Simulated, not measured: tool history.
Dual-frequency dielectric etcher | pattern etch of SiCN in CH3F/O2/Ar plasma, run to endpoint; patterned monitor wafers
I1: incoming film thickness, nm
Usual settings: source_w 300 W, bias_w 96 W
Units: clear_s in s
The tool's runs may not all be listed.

Run 1, hour 0.0: usual settings; I1 10.75. Result: clear_s 30.3 s.
Run 2, hour 26.5: usual settings; I1 10.66. Result: clear_s 30.0 s.
Run 3, hour 47.2: usual settings; I1 10.70. Result: clear_s 30.1 s.
Run 4, hour 53.9: usual settings; I1 10.66. Result: clear_s 30.1 s.
Run 5, hour 69.6: usual settings; I1 10.63. Result: clear_s 30.1 s.
Run 6, hour 80.7: usual settings but bias_w 87 W; I1 10.68. Result: clear_s 31.0 s.
Run 7, hour 97.4: usual settings but bias_w 87 W; I1 10.81. Result: clear_s 31.9 s.
Run 8, hour 107.9: usual settings; I1 10.66. Result: clear_s 30.2 s.
Run 9, hour 117.1: usual settings; I1 10.66. Result: clear_s 30.3 s.
Run 10, hour 128.6: usual settings; I1 10.70. Result: clear_s 30.2 s.
Run 11, hour 146.2: usual settings; I1 10.75. Result: clear_s 30.6 s.
At hour 158.8: bias power generator calibrated.
Run 12, hour 160.2: usual settings but source_w 360 W, bias_w 104 W; I1 10.71. Result: clear_s 26.9 s.
Run 13, hour 167.9: usual settings but source_w 360 W, bias_w 104 W; I1 10.62. Result: clear_s 26.6 s.
Run 14, hour 184.5: usual settings but source_w 260 W; I1 10.72. Result: clear_s 33.1 s.
Run 15, hour 197.9: usual settings but source_w 260 W; I1 10.69. Result: clear_s 33.3 s.
Run 16, hour 204.0: usual settings but source_w 250 W, bias_w 81 W; I1 10.70. Result: clear_s 36.4 s.
Run 17, hour 218.9: usual settings but source_w 340 W; I1 10.73. Result: clear_s 28.9 s.
Run 18, hour 234.8: usual settings but bias_w 90 W; I1 10.64. Result: clear_s 31.2 s.
Run 19, hour 252.4: usual settings; I1 10.75. Result: clear_s 30.6 s.
At hour 288.8: upper electrode replaced.
Run 20, hour 289.3: usual settings but source_w 370 W, bias_w 120 W; I1 10.78. Result: clear_s 25.4 s.
Run 21, hour 289.6: usual settings but source_w 380 W, bias_w 86 W; I1 10.74. Result: clear_s 28.2 s.
Run 22, hour 297.0: usual settings but bias_w 103 W; I1 10.58. Result: clear_s 29.8 s.
Run 23, hour 304.1: usual settings; I1 10.63. Result: clear_s 30.4 s.
At hour 310.2: source power generator calibrated.
Run 24, hour 315.7: usual settings; I1 10.85. Result: clear_s 31.4 s.
At hour 343.8: wet clean of the chamber.
Run 25, hour 344.3: usual settings; I1 10.61. Result: clear_s 29.3 s.
Run 26, hour 347.5: usual settings but bias_w 111 W; I1 10.64. Result: clear_s 28.0 s.
Run 27, hour 356.3: usual settings but source_w 260 W, bias_w 83 W; I1 10.68. Result: clear_s 33.9 s.
Run 28, hour 368.0: usual settings but source_w 280 W; I1 10.68. Result: clear_s 31.1 s.
Run 29, hour 384.1: usual settings; I1 10.73. Result: clear_s 29.9 s.
Run 30, hour 399.2: usual settings but source_w 220 W, bias_w 105 W; I1 10.75. Result: clear_s 35.7 s.
Run 31, hour 405.4: usual settings; I1 10.80. Result: clear_s 30.1 s.
Run 32, hour 422.2: usual settings but bias_w 72 W; I1 10.72. Result: clear_s 32.9 s.
Run 33, hour 446.5: usual settings but bias_w 112 W; I1 10.64. Result: clear_s 28.1 s.
Run 34, hour 462.7: usual settings but bias_w 107 W; I1 10.70. Result: clear_s 28.6 s.
Run 35, hour 480.2: usual settings but source_w 360 W; I1 10.76. Result: clear_s 27.2 s.

4 ways to go on from here, each from the tool as it stands after run 35. What would each give?
Run A, hour 480.6: usual settings; I1 10.74. Result: clear_s ?.
Run B, hour 480.6: usual settings but source_w 260 W, bias_w 85 W; I1 10.74. Result: clear_s ?.
Run C, hour 480.6: usual settings but source_w 350 W, bias_w 118 W; I1 10.74. Result: clear_s ?.
Run D, hour 480.6: usual settings but bias_w 77 W; I1 10.74. Result: clear_s ?.

run  clear_s
  A     30.3
  B     34.6
  C     25.8
  D     32.7
Without the tool's hidden state the same runs would have given:
run  clear_s
  A     29.9
  B     34.0
  C     25.4
  D     32.2

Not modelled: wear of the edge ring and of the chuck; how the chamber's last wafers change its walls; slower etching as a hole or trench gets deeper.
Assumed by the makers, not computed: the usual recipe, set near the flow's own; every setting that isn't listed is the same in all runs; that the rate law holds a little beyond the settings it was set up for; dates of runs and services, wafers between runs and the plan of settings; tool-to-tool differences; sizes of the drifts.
